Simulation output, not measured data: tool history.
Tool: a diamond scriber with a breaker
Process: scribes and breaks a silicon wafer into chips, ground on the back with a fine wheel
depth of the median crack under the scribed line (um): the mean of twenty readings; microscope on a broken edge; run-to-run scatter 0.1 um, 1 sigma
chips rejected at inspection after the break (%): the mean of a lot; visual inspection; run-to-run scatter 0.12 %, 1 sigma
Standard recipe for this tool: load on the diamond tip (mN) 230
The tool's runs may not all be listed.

run     day  load on the diamond tip (mN)  incoming depth of the damage left on the back of the incoming wafer, um  depth of the median crack under the scribed line (um)  chips rejected at inspection after the break (%)
  1   0.000                           230                                                                     2.82                                                  10.23                                              5.10
  2   2.850                           230                                                                     2.56                                                  10.22                                              4.70
  3   4.496                           265                                                                     2.63                                                  12.19                                             16.23
  4   6.433                           265                                                                     2.88                                                  12.24                                             19.51
  5   9.367                           265                                                                     1.52                                                  12.11                                             18.03
  6  11.917                           230                                                                     2.38                                                  10.14                                              3.97
  7  14.025                           230                                                                     2.10                                                  10.34                                              3.10
  8  16.500                           230                                                                     2.29                                                  10.46                                              3.58
  9  17.971                           230                                                                     2.61                                                  10.23                                              4.43
 10  20.562                           230                                                                     2.88                                                  10.15                                              3.94
     21.258  -- diamond tip replaced by a new one
 11  23.300                           197                                                                     2.01                                                   9.00                                              1.73
 12  25.358                           197                                                                     2.11                                                   8.92                                              1.75
 13  27.221                           197                                                                     2.94                                                   9.00                                              3.51
 14  29.742                           230                                                                     1.70                                                  11.15                                              8.19
     29.929  -- load on the tip recalibrated
 15  31.658                           230                                                                     2.30                                                   9.30                                              1.70
 16  34.592                           230                                                                     2.58                                                   9.36                                              2.60
 17  35.775                           265                                                                     1.91                                                  10.86                                              7.84
 18  37.288                           248                                                                     1.57                                                  10.05                                              3.02
 19  41.208                           230                                                                     2.88                                                   9.42                                              3.19
 20  43.700                           293                                                                     1.76                                                  11.94                                             15.96
 21  45.471                           298                                                                     2.44                                                  12.12                                             17.53
 22  47.042                           171                                                                     2.19                                                   6.26                                             38.52
     49.392  -- diamond tip replaced by a new one
 23  49.492                           230                                                                     1.68                                                  10.00                                              2.85
 24  50.633                           204                                                                     1.66                                                   8.71                                              2.08
 25  54.221                           256                                                                     1.66                                                  11.60                                             11.84
 26  56.646                           184                                                                     2.13                                                   7.70                                              9.03
 27  58.729                           259                                                                     2.19                                                  11.54                                             14.81
 28  61.038                           268                                                                     2.92                                                  12.14                                             17.57
 29  63.271                           162                                                                     1.58                                                   6.41                                             34.39
 30  64.558                           252                                                                     1.68                                                  11.61                                             11.35
 31  67.483                           189                                                                     2.13                                                   8.07                                              7.87
 32  69.238                           193                                                                     2.66                                                   8.17                                              7.90

For each run, what was the tool's unlogged condition?
H1: share of the diamond tip's cutting effectiveness lost through wear, %
H2: deviation of the load on the tip from its setpoint, %
run     H1    H2
  1      1  10.2
  2   1.67    11
  3   2.19  11.5
  4   2.94  12.1
  5   4.34    13
  6   5.82  13.7
  7   7.23  14.3
  8   9.09  15.1
  9   10.3  15.5
 10   12.7  16.3
 11   1.48  17.1
 12   1.72  17.7
 13   2.07  18.2
 14   2.75    19
 15   3.43  2.79
 16   4.74  3.65
 17   5.36     4
 18   6.23  4.45
 19   8.88  5.61
 20   10.9  6.34
 21   12.4  6.86
 22   13.9  7.33
 23  0.701  8.05
 24   0.73  8.39
 25   1.14  9.45
 26   1.69  10.2
 27   2.34  10.8
 28   3.25  11.5
 29   4.32  12.1
 30   5.02  12.5
 31   6.85  13.4
 32    8.1  13.9

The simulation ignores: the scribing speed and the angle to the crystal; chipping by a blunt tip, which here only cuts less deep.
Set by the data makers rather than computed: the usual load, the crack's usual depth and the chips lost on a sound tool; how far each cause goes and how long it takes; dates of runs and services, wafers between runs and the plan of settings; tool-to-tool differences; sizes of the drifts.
